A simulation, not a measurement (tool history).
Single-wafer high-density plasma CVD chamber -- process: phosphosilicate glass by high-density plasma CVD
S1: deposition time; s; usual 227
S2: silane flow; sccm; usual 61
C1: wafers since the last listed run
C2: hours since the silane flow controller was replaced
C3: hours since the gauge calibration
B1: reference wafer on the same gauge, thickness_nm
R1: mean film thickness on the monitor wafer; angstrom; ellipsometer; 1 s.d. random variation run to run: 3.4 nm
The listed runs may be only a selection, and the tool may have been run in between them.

run 1 day=0.000 | S1=217 S2=64 | C1=0 C2=2222.0 C3=209.9 | B1=1440.251 | R1=14635.39
run 2 day=1.475 | S1=217 S2=64 | C1=151 C2=2257.4 C3=245.3 | B1=1439.098 | R1=14605.61
run 3 day=2.254 | S1=217 S2=64 | C1=80 C2=2276.1 C3=264.0 | B1=1439.220 | R1=14631.35
run 4 day=2.946 | S1=227 S2=54 | C1=71 C2=2292.7 C3=280.6 | B1=1438.950 | R1=13078.50
run 5 day=4.088 | S1=227 S2=54 | C1=117 C2=2320.1 C3=308.0 | B1=1440.967 | R1=13023.82
run 6 day=5.292 | S1=203 S2=61 | C1=123 C2=2349.0 C3=336.9 | B1=1438.870 | R1=13161.60
run 7 day=6.788 | S1=194 S2=61 | C1=153 C2=2384.9 C3=372.8 | B1=1439.348 | R1=12510.55
run 8 day=7.725 | S1=194 S2=61 | C1=96 C2=2407.4 C3=395.3 | B1=1438.956 | R1=12508.34
run 9 day=8.721 | S1=257 S2=55 | C1=102 C2=2431.3 C3=419.2 | B1=1439.430 | R1=15052.44
run 10 day=10.104 | S1=213 S2=61 | C1=142 C2=2464.5 C3=452.4 | B1=1440.533 | R1=13718.70
run 11 day=11.125 | S1=213 S2=61 | C1=104 C2=2489.0 C3=476.9 | B1=1438.486 | R1=13830.69
run 12 day=12.508 | S1=227 S2=61 | C1=142 C2=2522.2 C3=510.1 | B1=1439.480 | R1=14670.43
-- day=13.750 silane flow controller replaced
run 13 day=13.771 | S1=227 S2=66 | C1=95 C2=0.5 C3=540.4 | B1=1441.446 | R1=14858.56
run 14 day=14.150 | S1=227 S2=69 | C1=38 C2=9.6 C3=549.5 | B1=1439.947 | R1=15506.96
run 15 day=15.367 | S1=184 S2=73 | C1=125 C2=38.8 C3=578.7 | B1=1442.612 | R1=13298.89
-- day=15.846 gauge calibrated
run 16 day=16.329 | S1=227 S2=68 | C1=98 C2=61.9 C3=11.6 | B1=1440.333 | R1=15282.42
run 17 day=17.283 | S1=227 S2=61 | C1=98 C2=84.8 C3=34.5 | B1=1441.596 | R1=13829.33
run 18 day=18.133 | S1=227 S2=52 | C1=87 C2=105.2 C3=54.9 | B1=1439.951 | R1=11960.71
run 19 day=18.858 | S1=188 S2=72 | C1=74 C2=122.6 C3=72.3 | B1=1437.919 | R1=13362.93
run 20 day=19.983 | S1=268 S2=61 | C1=115 C2=149.6 C3=99.3 | B1=1438.900 | R1=16364.97
run 21 day=21.096 | S1=261 S2=61 | C1=114 C2=176.3 C3=126.0 | B1=1439.875 | R1=15988.15
run 22 day=22.388 | S1=227 S2=61 | C1=132 C2=207.3 C3=157.0 | B1=1440.258 | R1=13841.14
run 23 day=23.329 | S1=198 S2=61 | C1=96 C2=229.9 C3=179.6 | B1=1440.481 | R1=12138.71
run 24 day=24.533 | S1=239 S2=72 | C1=123 C2=258.8 C3=208.5 | B1=1439.029 | R1=17158.38
run 25 day=25.312 | S1=203 S2=61 | C1=80 C2=277.5 C3=227.2 | B1=1438.334 | R1=12414.64
run 26 day=26.462 | S1=245 S2=61 | C1=118 C2=305.1 C3=254.8 | B1=1439.940 | R1=14981.23
run 27 day=27.221 | S1=184 S2=57 | C1=77 C2=323.3 C3=273.0 | B1=1440.631 | R1=10609.31
run 28 day=28.717 | S1=227 S2=70 | C1=153 C2=359.2 C3=308.9 | B1=1440.493 | R1=15818.83

Consider 4 possible next runs. They are alternatives, not a sequence: every one starts from the tool as it was left by run 28. What does each give?
run A day=28.738 | S1=227 S2=61 | C1=2 C2=359.7 C3=309.4 | B1=? | R1=?
run B day=28.738 | S1=261 S2=54 | C1=2 C2=359.7 C3=309.4 | B1=? | R1=?
run C day=28.738 | S1=269 S2=49 | C1=2 C2=359.7 C3=309.4 | B1=? | R1=?
run D day=28.738 | S1=263 S2=55 | C1=2 C2=359.7 C3=309.4 | B1=? | R1=?

run=A B1=1440.222 R1=13961.23
run=B B1=1440.222 R1=14319.02
run=C B1=1440.222 R1=13481.87
run=D B1=1440.222 R1=14678.26
Stripped of hidden state, with their random variation kept, the same runs would have yielded:
run=A R1=14041.00
run=B R1=14400.82
run=C R1=13558.90
run=D R1=14762.12
